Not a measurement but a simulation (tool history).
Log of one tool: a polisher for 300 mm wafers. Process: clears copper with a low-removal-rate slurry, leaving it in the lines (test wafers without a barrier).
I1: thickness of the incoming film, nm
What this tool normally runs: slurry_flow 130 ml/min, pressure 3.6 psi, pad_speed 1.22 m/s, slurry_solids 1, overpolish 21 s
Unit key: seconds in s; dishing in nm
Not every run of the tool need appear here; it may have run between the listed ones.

run 1 hour=0 | slurry_flow=130 pressure=3.6 pad_speed=1.22 slurry_solids=1 overpolish=21 | I1=378.8 | seconds=105 dishing=51.4
run 2 hour=31 | slurry_flow=130 pressure=3.6 pad_speed=1.22 slurry_solids=1 overpolish=21 | I1=377.7 | seconds=103.7 dishing=50
run 3 hour=51 | slurry_flow=130 pressure=3.6 pad_speed=1.22 slurry_solids=1 overpolish=21 | I1=382.2 | seconds=108.6 dishing=50.7
-- hour=83.2 slurry blender recalibrated
run 4 hour=84 | slurry_flow=130 pressure=3.6 pad_speed=1.22 slurry_solids=1.1 overpolish=21 | I1=380.5 | seconds=94.5 dishing=54.9
-- hour=94 worn pad replaced by a new one
run 5 hour=100.6 | slurry_flow=130 pressure=3.6 pad_speed=1.22 slurry_solids=1.1 overpolish=21 | I1=376.5 | seconds=91.6 dishing=55.8
run 6 hour=115.9 | slurry_flow=130 pressure=3.6 pad_speed=1.22 slurry_solids=1 overpolish=21 | I1=377 | seconds=98.1 dishing=54.1
run 7 hour=136.9 | slurry_flow=130 pressure=3.6 pad_speed=1.22 slurry_solids=1 overpolish=21 | I1=385.4 | seconds=100.4 dishing=54.3
run 8 hour=166.5 | slurry_flow=130 pressure=3.6 pad_speed=1.38 slurry_solids=1 overpolish=29 | I1=379.8 | seconds=86.1 dishing=69.8
run 9 hour=186.4 | slurry_flow=130 pressure=3.6 pad_speed=1.38 slurry_solids=1 overpolish=29 | I1=379.9 | seconds=85.4 dishing=69.7
run 10 hour=202.1 | slurry_flow=130 pressure=2.7 pad_speed=1.22 slurry_solids=1 overpolish=21 | I1=383.9 | seconds=131.3 dishing=43
run 11 hour=233.3 | slurry_flow=130 pressure=2.7 pad_speed=1.22 slurry_solids=1 overpolish=21 | I1=377.7 | seconds=130.1 dishing=42.9
run 12 hour=255.4 | slurry_flow=130 pressure=3.6 pad_speed=1.5 slurry_solids=1 overpolish=21 | I1=378.2 | seconds=80.8 dishing=61.1
run 13 hour=278 | slurry_flow=130 pressure=3.6 pad_speed=1.22 slurry_solids=1 overpolish=16 | I1=381.5 | seconds=94.9 dishing=44.4
-- hour=289.4 worn pad replaced by a new one
run 14 hour=301.6 | slurry_flow=145 pressure=3.6 pad_speed=1.38 slurry_solids=1.3 overpolish=28 | I1=381 | seconds=82.1 dishing=71.7

What does the tool deliver on the next run?
run 15 hour=324.7 | slurry_flow=130 pressure=4.6 pad_speed=1.08 slurry_solids=1 overpolish=21 | I1=378.5 | seconds=? dishing=?

{"run 15": {"seconds": 86.2, "dishing": 58.6}}
The same run, on a tool lacking any hidden state, would have yielded seconds 83.7 s, dishing 59.7 nm.
